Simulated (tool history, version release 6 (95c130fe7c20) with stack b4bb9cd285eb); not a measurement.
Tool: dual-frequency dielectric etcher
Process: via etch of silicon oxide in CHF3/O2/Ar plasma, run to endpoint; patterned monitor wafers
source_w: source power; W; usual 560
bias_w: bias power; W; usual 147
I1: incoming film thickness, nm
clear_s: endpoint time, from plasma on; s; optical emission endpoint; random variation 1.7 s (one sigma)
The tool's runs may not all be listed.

Run 1, day 0: usual settings; I1 676.3. Result: clear_s 374.2 s.
At day 4.275: wet clean of the chamber.
Run 2, day 4.296: usual settings; I1 676.1. Result: clear_s 360.1 s.
Run 3, day 5.438: usual settings but source_w 480 W; I1 680.6. Result: clear_s 381.9 s.
Run 4, day 13.642: usual settings but source_w 480 W; I1 676.6. Result: clear_s 385 s.
Run 5, day 16.142: usual settings but source_w 480 W; I1 674.8. Result: clear_s 381.6 s.
Run 6, day 18.321: usual settings; I1 670.1. Result: clear_s 364.2 s.
Run 7, day 22.542: usual settings; I1 672.8. Result: clear_s 368.5 s.
At day 24.7: wet clean of the chamber.
Run 8, day 24.721: usual settings; I1 681.3. Result: clear_s 367.6 s.
Run 9, day 26.879: usual settings but bias_w 132 W; I1 675.7. Result: clear_s 374.5 s.
Run 10, day 28.683: usual settings; I1 677. Result: clear_s 361.4 s.
Run 11, day 30.771: usual settings; I1 683.8. Result: clear_s 368.1 s.
Run 12, day 33.517: usual settings; I1 679.1. Result: clear_s 368.4 s.
At day 37.475: bias power generator calibrated.
Run 13, day 37.496: usual settings; I1 683.3. Result: clear_s 371.6 s.
Run 14, day 38.942: usual settings; I1 667.7. Result: clear_s 368.2 s.
At day 41.071: wet clean of the chamber.
Run 15, day 43.033: usual settings but source_w 470 W, bias_w 134 W; I1 676.6. Result: clear_s 398 s.
Run 16, day 45.579: usual settings but source_w 480 W, bias_w 159 W; I1 679.5. Result: clear_s 375.6 s.
Run 17, day 48.621: usual settings but source_w 650 W, bias_w 134 W; I1 678.4. Result: clear_s 358.3 s.
At day 51.825: upper electrode replaced.
At day 51.879: source power generator calibrated.
Run 18, day 58.554: usual settings but source_w 620 W, bias_w 178 W; I1 673.5. Result: clear_s 333.7 s.
At day 59.867: wet clean of the chamber.
Run 19, day 62: usual settings but source_w 520 W, bias_w 129 W; I1 676.5. Result: clear_s 385.9 s.
Run 20, day 65.712: usual settings; I1 676.1. Result: clear_s 360.5 s.
Run 21, day 68.704: usual settings but source_w 680 W, bias_w 112 W; I1 677.1. Result: clear_s 372.7 s.
Run 22, day 70.592: usual settings; I1 678.2. Result: clear_s 368.6 s.
Run 23, day 73.225: usual settings but source_w 700 W, bias_w 181 W; I1 683.1. Result: clear_s 320.9 s.
Run 24, day 76.454: usual settings but source_w 630 W, bias_w 176 W; I1 679.2. Result: clear_s 335.5 s.
At day 79.525: wet clean of the chamber.
Run 25, day 86: usual settings but source_w 490 W, bias_w 119 W; I1 678.8. Result: clear_s 410.4 s.
Run 26, day 87.95: usual settings but source_w 520 W, bias_w 167 W; I1 679.5. Result: clear_s 357.9 s.
Run 27, day 90.833: usual settings but source_w 630 W, bias_w 166 W; I1 678.7. Result: clear_s 339.7 s.
Run 28, day 92.662: usual settings but source_w 620 W, bias_w 178 W; I1 680.1. Result: clear_s 336.4 s.
Run 29, day 95.6: usual settings; I1 671.5. Result: clear_s 365.9 s.

The same runs without the tool's hidden state, with the same run-to-run variation:
The hidden state here: etch rate over this chamber's usual, %; source power that arrives over what is set, %; bias power that arrives over what is set, %.
run  clear_s
  1    362.8
  2    361.7
  3    382.8
  4    380.2
  5    375.2
  6    356.7
  7    358.1
  8    367.7
  9    373.3
 10    359.1
 11    364.3
 12    362.9
 13    363.3
 14    359.1
 15    397.9
 16    373.8
 17    354.7
 18    324.4
 19    385.9
 20    358.1
 21    368.3
 22    362.9
 23    314.5
 24    326.8
 25    407.3
 26    353.9
 27    334.2
 28    329.8
 29    356.9
